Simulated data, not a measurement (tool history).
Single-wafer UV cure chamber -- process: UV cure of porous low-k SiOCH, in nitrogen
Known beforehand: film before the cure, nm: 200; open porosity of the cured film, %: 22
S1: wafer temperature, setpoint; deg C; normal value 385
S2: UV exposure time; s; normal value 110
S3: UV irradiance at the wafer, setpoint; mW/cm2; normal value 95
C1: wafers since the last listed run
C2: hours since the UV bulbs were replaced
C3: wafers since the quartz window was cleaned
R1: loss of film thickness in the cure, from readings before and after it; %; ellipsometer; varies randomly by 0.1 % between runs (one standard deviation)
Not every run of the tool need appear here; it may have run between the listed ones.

run	day	S1	S2	S3	C1	C2	C3	R1
1	0.000	374	110	65	0	219.6	1735	7.137
2	2.354	385	110	95	368	276.1	2104	8.791
# day 3.754: quartz window cleaned
3	3.775	385	110	95	170	310.2	3	9.074
4	5.392	385	110	95	252	349.0	256	8.956
5	8.000	385	110	95	408	411.6	664	8.958
6	9.208	385	110	95	189	440.6	853	9.228
7	11.150	400	110	95	303	487.2	1157	9.340
8	12.200	400	110	95	164	512.4	1321	9.353
9	14.117	385	110	95	299	558.4	1621	8.900
10	17.700	385	110	95	560	644.4	2181	8.911
# day 19.142: quartz window cleaned
11	19.162	385	75	106	176	679.5	3	7.772
12	21.175	394	150	95	314	727.8	317	10.253
13	23.358	385	130	62	341	780.2	659	7.666
14	25.908	385	110	95	398	841.4	1058	8.861
# day 26.858: UV bulbs replaced
15	27.850	385	110	95	251	23.8	1309	9.072
16	29.317	385	55	128	229	59.0	1539	7.367
17	30.612	403	160	95	202	90.1	1742	11.207
18	32.600	385	145	62	310	137.8	2052	8.107
19	35.175	385	130	95	402	199.6	2455	9.851
# day 36.750: quartz window cleaned
20	37.675	374	65	125	338	259.6	144	7.669
21	40.358	385	110	57	419	324.0	564	6.879
22	42.788	368	145	119	379	382.3	944	10.927

Consider 4 possible next runs. They are alternatives, not a sequence: every one starts from the tool as it was left by run 22. What does each give?
A	42.808	385	110	95	3	382.8	947	?
B	42.808	374	90	72	3	382.8	947	?
C	42.808	399	145	129	3	382.8	947	?
D	42.808	385	110	58	3	382.8	947	?

run	R1
A	9.125
B	6.882
C	12.041
D	7.003
Stripped of hidden state, with their random variation kept, the same runs would have yielded:
run	R1
A	9.125
B	6.882
C	12.041
D	7.003
